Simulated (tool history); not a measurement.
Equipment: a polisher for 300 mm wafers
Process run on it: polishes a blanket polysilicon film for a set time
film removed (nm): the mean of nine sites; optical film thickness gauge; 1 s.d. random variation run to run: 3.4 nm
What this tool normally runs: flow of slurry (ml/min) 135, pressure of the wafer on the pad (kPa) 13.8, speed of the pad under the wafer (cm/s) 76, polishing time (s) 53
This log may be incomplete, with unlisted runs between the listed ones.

| run | hour | flow of slurry (ml/min) | pressure of the wafer on the pad (kPa) | speed of the pad under the wafer (cm/s) | polishing time (s) | wafers since the last listed run | wafers polished on this pad | hours since the slurry nozzle was cleaned | hours since the head pressure was calibrated | incoming thickness of the incoming film, nm | film removed (nm) |
|---|---|---|---|---|---|---|---|---|---|---|---|
| 1 | 0.0 | 100 | 13.8 | 56 | 53 | 0 | 253 | 289.7 | 685.6 | 2056.8 | 152.5 |
| 2 | 13.7 | 100 | 13.8 | 56 | 53 | 153 | 407 | 303.4 | 699.3 | 2059.6 | 149.7 |
| 3 | 35.0 | 100 | 13.8 | 56 | 53 | 239 | 646 | 324.7 | 720.6 | 2098.6 | 142.1 |
| 4 | 58.1 | 135 | 13.8 | 94 | 68 | 259 | 906 | 347.8 | 743.7 | 2113.5 | 294.1 |
|  | 65.0 | worn pad replaced by a new one |
| 5 | 74.6 | 135 | 13.8 | 76 | 61 | 140 | 107 | 364.3 | 760.2 | 2080.7 | 249.1 |
| 6 | 94.4 | 105 | 17.2 | 76 | 53 | 222 | 330 | 384.1 | 780.0 | 2051.0 | 222.9 |
| 7 | 114.1 | 105 | 17.2 | 76 | 53 | 221 | 551 | 403.8 | 799.7 | 2123.1 | 217.5 |
| 8 | 127.1 | 105 | 17.2 | 76 | 53 | 146 | 697 | 416.8 | 812.7 | 2073.3 | 218.4 |
| 9 | 142.7 | 135 | 13.8 | 76 | 53 | 175 | 872 | 432.4 | 828.3 | 2092.9 | 192.5 |
|  | 159.1 | worn pad replaced by a new one |
| 10 | 159.6 | 135 | 13.8 | 76 | 53 | 144 | 5 | 449.3 | 845.2 | 2101.0 | 206.8 |
| 11 | 185.6 | 135 | 13.8 | 76 | 53 | 292 | 297 | 475.3 | 871.2 | 2068.9 | 202.3 |
|  | 199.3 | head pressure recalibrated |
| 12 | 215.2 | 110 | 18.6 | 92 | 46 | 310 | 608 | 504.9 | 15.9 | 2090.0 | 238.3 |
| 13 | 243.1 | 135 | 13.8 | 92 | 53 | 313 | 921 | 532.8 | 43.8 | 2052.4 | 220.4 |
|  | 252.1 | worn pad replaced by a new one |
| 14 | 260.2 | 105 | 13.8 | 76 | 40 | 147 | 91 | 549.9 | 60.9 | 2090.8 | 140.3 |
|  | 277.0 | slurry nozzle cleaned |
| 15 | 294.5 | 135 | 13.8 | 76 | 53 | 374 | 465 | 17.5 | 95.2 | 2088.7 | 214.8 |
| 16 | 312.8 | 105 | 17.2 | 76 | 53 | 205 | 671 | 35.8 | 113.5 | 2105.7 | 239.4 |
|  | 331.2 | worn pad replaced by a new one |
| 17 | 335.4 | 100 | 13.8 | 76 | 59 | 208 | 47 | 58.4 | 136.1 | 2115.4 | 235.9 |

Estimate the outcome of run 18 from the log above:
| 18 | 351.3 | 135 | 13.8 | 76 | 53 | 178 | 225 | 74.3 | 152.0 | 2073.0 | ? |

film removed (nm): 227.5
The same run, on a tool lacking any hidden state, would have yielded film removed (nm) 237.0.
